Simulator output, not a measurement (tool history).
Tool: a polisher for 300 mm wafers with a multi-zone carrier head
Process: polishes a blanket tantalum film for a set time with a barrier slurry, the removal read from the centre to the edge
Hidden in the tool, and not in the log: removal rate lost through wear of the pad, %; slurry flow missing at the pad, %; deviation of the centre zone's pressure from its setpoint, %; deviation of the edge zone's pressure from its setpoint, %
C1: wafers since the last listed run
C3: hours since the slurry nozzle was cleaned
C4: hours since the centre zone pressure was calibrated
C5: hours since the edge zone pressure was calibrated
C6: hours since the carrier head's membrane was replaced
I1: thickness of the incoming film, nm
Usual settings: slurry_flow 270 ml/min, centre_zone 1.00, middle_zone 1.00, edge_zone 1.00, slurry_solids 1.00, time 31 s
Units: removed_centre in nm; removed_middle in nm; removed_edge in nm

{"run": 1, "hour": 0.0, "slurry_flow": 270, "centre_zone": 1.0, "middle_zone": 1.0, "edge_zone": 1.0, "slurry_solids": 1.05, "time": 31, "C1": 0, "wafers polished on this pad": 814, "C3": 65.0, "C4": 383.4, "C5": 328.4, "C6": 1616.6, "I1": 244.5, "removed_centre": 56.2, "removed_middle": 60.6, "removed_edge": 59.2}
{"run": 2, "hour": 16.6, "slurry_flow": 270, "centre_zone": 1.0, "middle_zone": 1.0, "edge_zone": 1.0, "slurry_solids": 1.0, "time": 31, "C1": 128, "wafers polished on this pad": 942, "C3": 81.6, "C4": 400.0, "C5": 345.0, "C6": 1633.2, "I1": 238.9, "removed_centre": 56.1, "removed_middle": 59.4, "removed_edge": 59.1}
{"hour": 74.4, "done": "centre zone pressure recalibrated"}
{"run": 3, "hour": 105.9, "slurry_flow": 310, "centre_zone": 1.0, "middle_zone": 0.93, "edge_zone": 1.0, "slurry_solids": 0.75, "time": 41, "C1": 675, "wafers polished on this pad": 1618, "C3": 170.9, "C4": 31.5, "C5": 434.3, "C6": 1722.5, "I1": 241.5, "removed_centre": 70.8, "removed_middle": 68.6, "removed_edge": 72.8}
{"run": 4, "hour": 129.7, "slurry_flow": 270, "centre_zone": 1.06, "middle_zone": 1.0, "edge_zone": 1.0, "slurry_solids": 1.0, "time": 27, "C1": 184, "wafers polished on this pad": 1802, "C3": 194.7, "C4": 55.3, "C5": 458.1, "C6": 1746.3, "I1": 235.8, "removed_centre": 53.2, "removed_middle": 51.5, "removed_edge": 50.9}
{"hour": 134.6, "done": "worn pad replaced by a new one"}
{"run": 5, "hour": 162.1, "slurry_flow": 270, "centre_zone": 0.89, "middle_zone": 1.0, "edge_zone": 1.08, "slurry_solids": 1.0, "time": 21, "C1": 219, "wafers polished on this pad": 212, "C3": 227.1, "C4": 87.7, "C5": 490.5, "C6": 1778.7, "I1": 236.8, "removed_centre": 33.8, "removed_middle": 39.8, "removed_edge": 41.3}
{"run": 6, "hour": 175.3, "slurry_flow": 270, "centre_zone": 1.0, "middle_zone": 1.0, "edge_zone": 1.0, "slurry_solids": 1.0, "time": 31, "C1": 102, "wafers polished on this pad": 314, "C3": 240.3, "C4": 100.9, "C5": 503.7, "C6": 1791.9, "I1": 236.3, "removed_centre": 56.4, "removed_middle": 59.6, "removed_edge": 58.4}
{"run": 7, "hour": 203.6, "slurry_flow": 270, "centre_zone": 0.89, "middle_zone": 1.0, "edge_zone": 1.08, "slurry_solids": 1.0, "time": 21, "C1": 218, "wafers polished on this pad": 533, "C3": 268.6, "C4": 129.2, "C5": 532.0, "C6": 1820.2, "I1": 241.2, "removed_centre": 33.7, "removed_middle": 39.6, "removed_edge": 41.2}
{"hour": 207.7, "done": "edge zone pressure recalibrated"}
{"run": 8, "hour": 217.3, "slurry_flow": 270, "centre_zone": 1.0, "middle_zone": 1.0, "edge_zone": 1.0, "slurry_solids": 1.0, "time": 31, "C1": 90, "wafers polished on this pad": 624, "C3": 282.3, "C4": 142.9, "C5": 9.6, "C6": 1833.9, "I1": 239.1, "removed_centre": 55.7, "removed_middle": 58.9, "removed_edge": 58.9}
{"run": 9, "hour": 249.7, "slurry_flow": 335, "centre_zone": 1.07, "middle_zone": 1.0, "edge_zone": 1.0, "slurry_solids": 1.0, "time": 35, "C1": 250, "wafers polished on this pad": 874, "C3": 314.7, "C4": 175.3, "C5": 42.0, "C6": 1866.3, "I1": 241.2, "removed_centre": 69.5, "removed_middle": 68.4, "removed_edge": 68.0}
{"run": 10, "hour": 267.3, "slurry_flow": 270, "centre_zone": 1.0, "middle_zone": 1.0, "edge_zone": 1.0, "slurry_solids": 1.0, "time": 31, "C1": 136, "wafers polished on this pad": 1010, "C3": 332.3, "C4": 192.9, "C5": 59.6, "C6": 1883.9, "I1": 243.2, "removed_centre": 55.7, "removed_middle": 58.9, "removed_edge": 58.6}
{"hour": 286.7, "done": "carrier head's membrane replaced by a new one"}
{"run": 11, "hour": 287.2, "slurry_flow": 270, "centre_zone": 1.0, "middle_zone": 1.0, "edge_zone": 1.06, "slurry_solids": 1.0, "time": 25, "C1": 115, "wafers polished on this pad": 1126, "C3": 352.2, "C4": 212.8, "C5": 79.5, "C6": 0.5, "I1": 243.7, "removed_centre": 44.9, "removed_middle": 47.4, "removed_edge": 48.3}
{"run": 12, "hour": 321.7, "slurry_flow": 225, "centre_zone": 1.0, "middle_zone": 0.91, "edge_zone": 1.0, "slurry_solids": 1.0, "time": 31, "C1": 266, "wafers polished on this pad": 1393, "C3": 386.7, "C4": 247.3, "C5": 114.0, "C6": 35.0, "I1": 239.5, "removed_centre": 52.6, "removed_middle": 51.7, "removed_edge": 57.3}
{"run": 13, "hour": 345.1, "slurry_flow": 270, "centre_zone": 1.0, "middle_zone": 1.0, "edge_zone": 1.0, "slurry_solids": 1.0, "time": 41, "C1": 181, "wafers polished on this pad": 1574, "C3": 410.1, "C4": 270.7, "C5": 137.4, "C6": 58.4, "I1": 239.7, "removed_centre": 73.5, "removed_middle": 77.2, "removed_edge": 77.4}
{"hour": 355.5, "done": "slurry nozzle cleaned"}
{"run": 14, "hour": 377.5, "slurry_flow": 175, "centre_zone": 0.93, "middle_zone": 1.0, "edge_zone": 1.0, "slurry_solids": 1.0, "time": 25, "C1": 242, "wafers polished on this pad": 1817, "C3": 22.0, "C4": 303.1, "C5": 169.8, "C6": 90.8, "I1": 241.0, "removed_centre": 38.8, "removed_middle": 44.8, "removed_edge": 45.6}
{"hour": 383.4, "done": "worn pad replaced by a new one"}
{"run": 15, "hour": 404.5, "slurry_flow": 270, "centre_zone": 1.0, "middle_zone": 1.0, "edge_zone": 1.0, "slurry_solids": 1.0, "time": 31, "C1": 177, "wafers polished on this pad": 163, "C3": 49.0, "C4": 330.1, "C5": 196.8, "C6": 117.8, "I1": 240.3, "removed_centre": 56.2, "removed_middle": 60.0, "removed_edge": 59.5}
{"run": 16, "hour": 430.4, "slurry_flow": 270, "centre_zone": 1.0, "middle_zone": 1.0, "edge_zone": 1.0, "slurry_solids": 1.25, "time": 31, "C1": 200, "wafers polished on this pad": 363, "C3": 74.9, "C4": 356.0, "C5": 222.7, "C6": 143.7, "I1": 240.8, "removed_centre": 59.2, "removed_middle": 62.8, "removed_edge": 63.0}
{"run": 17, "hour": 525.6, "slurry_flow": 270, "centre_zone": 1.0, "middle_zone": 1.0, "edge_zone": 1.0, "slurry_solids": 1.0, "time": 31, "C1": 736, "wafers polished on this pad": 1100, "C3": 170.1, "C4": 451.2, "C5": 317.9, "C6": 238.9, "I1": 237.8, "removed_centre": 54.8, "removed_middle": 59.1, "removed_edge": 58.3}
{"run": 18, "hour": 553.9, "slurry_flow": 270, "centre_zone": 1.0, "middle_zone": 1.0, "edge_zone": 1.1, "slurry_solids": 1.0, "time": 31, "C1": 218, "wafers polished on this pad": 1319, "C3": 198.4, "C4": 479.5, "C5": 346.2, "C6": 267.2, "I1": 242.9, "removed_centre": 55.5, "removed_middle": 58.9, "removed_edge": 62.0}
{"hour": 568.7, "done": "centre zone pressure recalibrated"}
{"run": 19, "hour": 582.3, "slurry_flow": 210, "centre_zone": 1.0, "middle_zone": 0.95, "edge_zone": 0.89, "slurry_solids": 1.0, "time": 21, "C1": 204, "wafers polished on this pad": 1523, "C3": 226.8, "C4": 13.6, "C5": 374.6, "C6": 295.6, "I1": 244.1, "removed_centre": 36.4, "removed_middle": 36.4, "removed_edge": 36.4}
{"run": 20, "hour": 614.5, "slurry_flow": 270, "centre_zone": 1.08, "middle_zone": 1.04, "edge_zone": 1.0, "slurry_solids": 1.0, "time": 31, "C1": 249, "wafers polished on this pad": 1772, "C3": 259.0, "C4": 45.8, "C5": 406.8, "C6": 327.8, "I1": 242.9, "removed_centre": 60.2, "removed_middle": 60.4, "removed_edge": 58.3}
{"hour": 638.9, "done": "worn pad replaced by a new one"}
{"run": 21, "hour": 644.6, "slurry_flow": 270, "centre_zone": 0.93, "middle_zone": 1.0, "edge_zone": 0.9, "slurry_solids": 0.8, "time": 31, "C1": 201, "wafers polished on this pad": 44, "C3": 289.1, "C4": 75.9, "C5": 436.9, "C6": 357.9, "I1": 238.6, "removed_centre": 48.3, "removed_middle": 54.8, "removed_edge": 52.1}

5 ways to go on from here, each from the tool as it stands after run 21. What would each give?
{"run": "A", "hour": 645.0, "slurry_flow": 270, "centre_zone": 1.0, "middle_zone": 1.0, "edge_zone": 1.0, "slurry_solids": 1.0, "time": 31, "C1": 3, "wafers polished on this pad": 47, "C3": 289.5, "C4": 76.3, "C5": 437.3, "C6": 358.3, "I1": 241.7, "removed_centre": "?", "removed_middle": "?", "removed_edge": "?"}
{"run": "B", "hour": 645.0, "slurry_flow": 310, "centre_zone": 1.0, "middle_zone": 1.0, "edge_zone": 1.0, "slurry_solids": 1.0, "time": 31, "C1": 3, "wafers polished on this pad": 47, "C3": 289.5, "C4": 76.3, "C5": 437.3, "C6": 358.3, "I1": 241.7, "removed_centre": "?", "removed_middle": "?", "removed_edge": "?"}
{"run": "C", "hour": 645.0, "slurry_flow": 270, "centre_zone": 0.96, "middle_zone": 1.0, "edge_zone": 1.0, "slurry_solids": 1.3, "time": 24, "C1": 3, "wafers polished on this pad": 47, "C3": 289.5, "C4": 76.3, "C5": 437.3, "C6": 358.3, "I1": 241.7, "removed_centre": "?", "removed_middle": "?", "removed_edge": "?"}
{"run": "D", "hour": 645.0, "slurry_flow": 210, "centre_zone": 1.0, "middle_zone": 1.0, "edge_zone": 1.0, "slurry_solids": 1.2, "time": 31, "C1": 3, "wafers polished on this pad": 47, "C3": 289.5, "C4": 76.3, "C5": 437.3, "C6": 358.3, "I1": 241.7, "removed_centre": "?", "removed_middle": "?", "removed_edge": "?"}
{"run": "E", "hour": 645.0, "slurry_flow": 315, "centre_zone": 0.89, "middle_zone": 1.0, "edge_zone": 1.0, "slurry_solids": 1.1, "time": 25, "C1": 3, "wafers polished on this pad": 47, "C3": 289.5, "C4": 76.3, "C5": 437.3, "C6": 358.3, "I1": 241.7, "removed_centre": "?", "removed_middle": "?", "removed_edge": "?"}

run=A removed_centre=55.7 removed_middle=58.8 removed_edge=58.8
run=B removed_centre=56.9 removed_middle=59.9 removed_edge=59.6
run=C removed_centre=44.2 removed_middle=48.6 removed_edge=48.6
run=D removed_centre=55.5 removed_middle=58.9 removed_edge=59.6
run=E removed_centre=41.9 removed_middle=49.7 removed_edge=49.4
Without the tool's hidden state the same runs would have given:
run=A removed_centre=59.6 removed_middle=60.6 removed_edge=60.2
run=B removed_centre=60.6 removed_middle=61.5 removed_edge=60.8
run=C removed_centre=47.4 removed_middle=50.2 removed_edge=49.8
run=D removed_centre=60.2 removed_middle=61.4 removed_edge=61.5
run=E removed_centre=44.7 removed_middle=51.0 removed_edge=50.4
